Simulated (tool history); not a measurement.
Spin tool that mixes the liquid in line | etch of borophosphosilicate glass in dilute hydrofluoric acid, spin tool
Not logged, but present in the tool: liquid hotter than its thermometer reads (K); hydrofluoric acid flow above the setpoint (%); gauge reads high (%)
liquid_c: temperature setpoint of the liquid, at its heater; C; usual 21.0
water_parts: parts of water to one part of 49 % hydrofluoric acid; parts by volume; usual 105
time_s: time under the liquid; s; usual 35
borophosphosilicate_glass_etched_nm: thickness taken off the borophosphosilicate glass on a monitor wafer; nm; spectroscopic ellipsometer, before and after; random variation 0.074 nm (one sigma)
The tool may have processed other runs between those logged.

run,hour,liquid_c,water_parts,time_s,wafers since the last listed run,hours since the thermometer was replaced,hours since the hydrofluoric acid flow meter was replaced,hours since the gauge calibration,"read-back film thickness of the borophosphosilicate glass reference wafer, read on the same gauge (nm)",borophosphosilicate_glass_etched_nm
1,0.0,21.0,85,40,0,2400.3,303.1,259.9,99.99,13.36
# hour 6.5: gauge calibrated
2,15.3,21.0,105,35,223,2415.6,318.4,8.8,100.02,9.05
3,30.5,21.0,105,35,222,2430.8,333.6,24.0,100.02,9.29
4,41.5,21.0,105,35,161,2441.8,344.6,35.0,99.99,9.08
5,53.9,21.0,105,35,181,2454.2,357.0,47.4,99.99,9.28
6,64.5,21.0,105,35,155,2464.8,367.6,58.0,100.01,9.21
7,79.8,21.0,105,35,223,2480.1,382.9,73.3,100.01,9.25
8,86.7,21.0,105,35,101,2487.0,389.8,80.2,99.99,9.30
9,103.8,21.0,105,35,250,2504.1,406.9,97.3,100.01,9.26
10,113.5,21.0,120,35,141,2513.8,416.6,107.0,100.00,8.02
# hour 119.5: thermometer replaced
11,125.3,21.0,105,35,158,5.8,428.4,118.8,99.98,9.38
12,138.3,21.0,105,35,190,18.8,441.4,131.8,99.99,9.33
13,150.3,22.5,55,15,175,30.8,453.4,143.8,100.02,8.42
14,160.8,19.0,65,30,153,41.3,463.9,154.3,100.01,12.45
15,170.3,21.0,120,20,139,50.8,473.4,163.8,100.03,4.65
16,186.1,21.0,105,35,231,66.6,489.2,179.6,100.03,9.37
17,201.7,23.5,65,25,228,82.2,504.8,195.2,100.01,12.54

Run 18 comes next. What will it give?
# hour 207.7: hydrofluoric acid flow meter replaced
18,219.5,24.5,125,35,245,100.0,11.8,213.0,?,?

{"run 18": {"read-back film thickness of the borophosphosilicate glass reference wafer, read on the same gauge (nm)": 100.0, "borophosphosilicate_glass_etched_nm": 8.21}}
Without the tool's hidden state the same run would have given borophosphosilicate_glass_etched_nm 8.18 nm.

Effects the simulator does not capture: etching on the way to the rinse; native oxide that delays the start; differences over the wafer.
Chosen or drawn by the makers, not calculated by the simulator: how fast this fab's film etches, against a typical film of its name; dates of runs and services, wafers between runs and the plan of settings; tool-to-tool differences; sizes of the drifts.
